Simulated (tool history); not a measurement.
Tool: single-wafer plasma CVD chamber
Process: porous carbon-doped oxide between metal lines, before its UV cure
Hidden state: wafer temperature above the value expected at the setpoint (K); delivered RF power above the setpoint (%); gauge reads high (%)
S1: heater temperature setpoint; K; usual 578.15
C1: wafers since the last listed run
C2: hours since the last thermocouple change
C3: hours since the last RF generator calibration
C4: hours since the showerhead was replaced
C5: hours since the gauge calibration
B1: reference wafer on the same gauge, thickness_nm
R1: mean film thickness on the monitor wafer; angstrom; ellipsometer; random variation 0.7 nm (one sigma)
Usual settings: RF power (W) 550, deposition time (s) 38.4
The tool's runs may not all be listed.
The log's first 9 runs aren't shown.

Run 10, hour 651.5: usual settings; C1 2715; C2 389.2; C3 139.9; C4 2817.4; C5 780.5; B1 234.184. Result: R1 2168.86 angstrom.
Run 11, hour 703.3: usual settings; C1 1512; C2 441.0; C3 191.7; C4 2869.2; C5 832.3; B1 233.859. Result: R1 2163.01 angstrom.
At hour 776.2: showerhead replaced.
Run 12, hour 806.2: usual settings but S1 582.15 K, RF power (W) 465; C1 2770; C2 543.9; C3 294.6; C4 30.0; C5 935.2; B1 234.102. Result: R1 1871.19 angstrom.
Run 13, hour 883.4: usual settings but S1 582.15 K, RF power (W) 465; C1 2254; C2 621.1; C3 371.8; C4 107.2; C5 1012.4; B1 233.936. Result: R1 1874.12 angstrom.
Run 14, hour 969.4: usual settings but S1 582.15 K, RF power (W) 465; C1 2510; C2 707.1; C3 457.8; C4 193.2; C5 1098.4; B1 233.915. Result: R1 1870.02 angstrom.
Run 15, hour 1059.9: usual settings but S1 588.15 K; C1 2642; C2 797.6; C3 548.3; C4 283.7; C5 1188.9; B1 234.054. Result: R1 2061.99 angstrom.
Run 16, hour 1118.5: usual settings but S1 593.15 K, deposition time (s) 41.9; C1 1710; C2 856.2; C3 606.9; C4 342.3; C5 1247.5; B1 234.026. Result: R1 2184.38 angstrom.
At hour 1163.0: gauge calibrated.
Run 17, hour 1218.4: usual settings but S1 567.15 K, RF power (W) 610; C1 2916; C2 956.1; C3 706.8; C4 442.2; C5 55.4; B1 234.033. Result: R1 2488.55 angstrom.
Run 18, hour 1274.7: usual settings but S1 585.15 K, RF power (W) 580, deposition time (s) 33.4; C1 1643; C2 1012.4; C3 763.1; C4 498.5; C5 111.7; B1 234.051. Result: R1 1893.41 angstrom.
At hour 1328.3: thermocouple changed; heater temperature recalibrated.
Run 19, hour 1365.1: usual settings but S1 567.15 K, RF power (W) 440, deposition time (s) 41.8; C1 2405; C2 36.8; C3 853.5; C4 588.9; C5 202.1; B1 234.174. Result: R1 2111.41 angstrom.
At hour 1415.1: RF generator calibrated.
Run 20, hour 1415.6: usual settings but S1 582.15 K, RF power (W) 465; C1 1240; C2 87.3; C3 0.5; C4 639.4; C5 252.6; B1 233.860. Result: R1 1866.34 angstrom.
Run 21, hour 1463.1: usual settings but RF power (W) 470, deposition time (s) 35.7; C1 1386; C2 134.8; C3 48.0; C4 686.9; C5 300.1; B1 233.895. Result: R1 1791.74 angstrom.
Run 22, hour 1509.8: usual settings but S1 574.15 K, RF power (W) 630, deposition time (s) 45.8; C1 1363; C2 181.5; C3 94.7; C4 733.6; C5 346.8; B1 234.253. Result: R1 2919.51 angstrom.
Run 23, hour 1551.8: usual settings but RF power (W) 585; C1 1226; C2 223.5; C3 136.7; C4 775.6; C5 388.8; B1 233.915. Result: R1 2269.88 angstrom.
Run 24, hour 1636.7: usual settings but S1 582.15 K, RF power (W) 465; C1 2478; C2 308.4; C3 221.6; C4 860.5; C5 473.7; B1 234.017. Result: R1 1877.74 angstrom.
Run 25, hour 1688.1: usual settings but S1 564.15 K; C1 1500; C2 359.8; C3 273.0; C4 911.9; C5 525.1; B1 234.160. Result: R1 2352.27 angstrom.
Run 26, hour 1785.6: usual settings but S1 589.15 K, RF power (W) 515; C1 2846; C2 457.3; C3 370.5; C4 1009.4; C5 622.6; B1 234.010. Result: R1 1950.34 angstrom.
Run 27, hour 1890.2: usual settings but deposition time (s) 40.8; C1 3054; C2 561.9; C3 475.1; C4 1114.0; C5 727.2; B1 234.023. Result: R1 2292.00 angstrom.
Run 28, hour 1966.1: usual settings; C1 2216; C2 637.8; C3 551.0; C4 1189.9; C5 803.1; B1 234.009. Result: R1 2164.53 angstrom.
Run 29, hour 2059.7: usual settings but S1 591.15 K; C1 2732; C2 731.4; C3 644.6; C4 1283.5; C5 896.7; B1 233.959. Result: R1 2020.44 angstrom.
Run 30, hour 2123.4: usual settings; C1 1859; C2 795.1; C3 708.3; C4 1347.2; C5 960.4; B1 234.013. Result: R1 2158.59 angstrom.

Forecast each of these 3 alternatives for the next run:
Run A, hour 2123.8: usual settings but RF power (W) 625; C1 11; C2 795.5; C3 708.7; C4 1347.6; C5 960.8; B1 ?. Result: R1 ?.
Run B, hour 2123.8: usual settings but S1 573.15 K, RF power (W) 490; C1 11; C2 795.5; C3 708.7; C4 1347.6; C5 960.8; B1 ?. Result: R1 ?.
Run C, hour 2123.8: usual settings but S1 571.15 K, RF power (W) 655, deposition time (s) 45.5; C1 11; C2 795.5; C3 708.7; C4 1347.6; C5 960.8; B1 ?. Result: R1 ?.

run       B1       R1
  A  233.977  2366.13
  B  233.977  2038.76
  C  233.977  2998.94
Without the tool's hidden state the same runs would have given:
run       R1
  A  2366.13
  B  2038.76
  C  2998.94

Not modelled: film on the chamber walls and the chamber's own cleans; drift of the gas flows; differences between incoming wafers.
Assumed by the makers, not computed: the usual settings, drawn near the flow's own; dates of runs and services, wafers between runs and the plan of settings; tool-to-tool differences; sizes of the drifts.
